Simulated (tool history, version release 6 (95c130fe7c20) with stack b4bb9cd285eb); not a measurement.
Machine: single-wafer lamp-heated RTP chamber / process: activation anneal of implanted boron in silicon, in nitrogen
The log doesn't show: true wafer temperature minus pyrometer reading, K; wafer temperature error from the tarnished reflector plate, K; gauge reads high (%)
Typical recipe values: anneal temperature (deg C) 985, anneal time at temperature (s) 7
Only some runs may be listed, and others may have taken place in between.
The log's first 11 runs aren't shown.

run,hour,anneal temperature (deg C),anneal time at temperature (s),wafers since the last listed run,wafers since the last pyrometer calibration,wafers since the reflector plate was cleaned,hours since the gauge calibration,"read-back reference wafer on the same gauge, sheet resistance",sheet resistance of the implanted and annealed layer (ohm/square)
12,596.5,985,7,1141,1644,1404,82.9,311.92,312.80
13,744.3,985,7,2579,4224,3984,230.7,312.20,310.56
14,772.8,985,7,497,4721,4482,259.2,311.75,310.90
15,815.7,985,7,748,5470,5230,302.1,311.98,310.17
16,843.7,985,7,488,5959,5719,330.1,312.05,309.46
17,879.2,985,7,619,6578,6339,365.6,311.87,308.43
# hour 890.2: pyrometer window cleaned and pyrometer calibrated
18,932.9,967,5,797,745,7137,419.3,312.25,331.35
19,981.1,1003,5,841,1586,7978,467.5,312.06,306.95
20,1028.1,963,7,820,2407,8798,514.5,312.00,325.29
21,1083.2,1001,4,961,3368,9760,569.6,311.92,307.48
22,1135.1,985,7,905,4274,10666,621.5,311.86,309.75
# hour 1154.0: reflector plate cleaned
23,1204.2,985,7,1066,5341,875,690.6,311.90,309.74
# hour 1245.6: pyrometer window cleaned and pyrometer calibrated
24,1265.7,969,7,933,351,1809,752.1,312.05,330.06
25,1321.2,1004,9,968,1320,2778,807.6,312.12,307.11
26,1367.7,969,11,811,2131,3590,854.1,311.89,320.30
27,1422.6,997,11,958,3090,4548,909.0,312.06,306.91

What will run 28 give?
28,1461.2,985,7,673,3764,5222,947.6,?,?

read-back reference wafer on the same gauge, sheet resistance: 312.25
sheet resistance of the implanted and annealed layer (ohm/square): 311.55
On a tool with no hidden condition, and with the same random variation, this run would have come out at sheet resistance of the implanted and annealed layer (ohm/square) 318.43.

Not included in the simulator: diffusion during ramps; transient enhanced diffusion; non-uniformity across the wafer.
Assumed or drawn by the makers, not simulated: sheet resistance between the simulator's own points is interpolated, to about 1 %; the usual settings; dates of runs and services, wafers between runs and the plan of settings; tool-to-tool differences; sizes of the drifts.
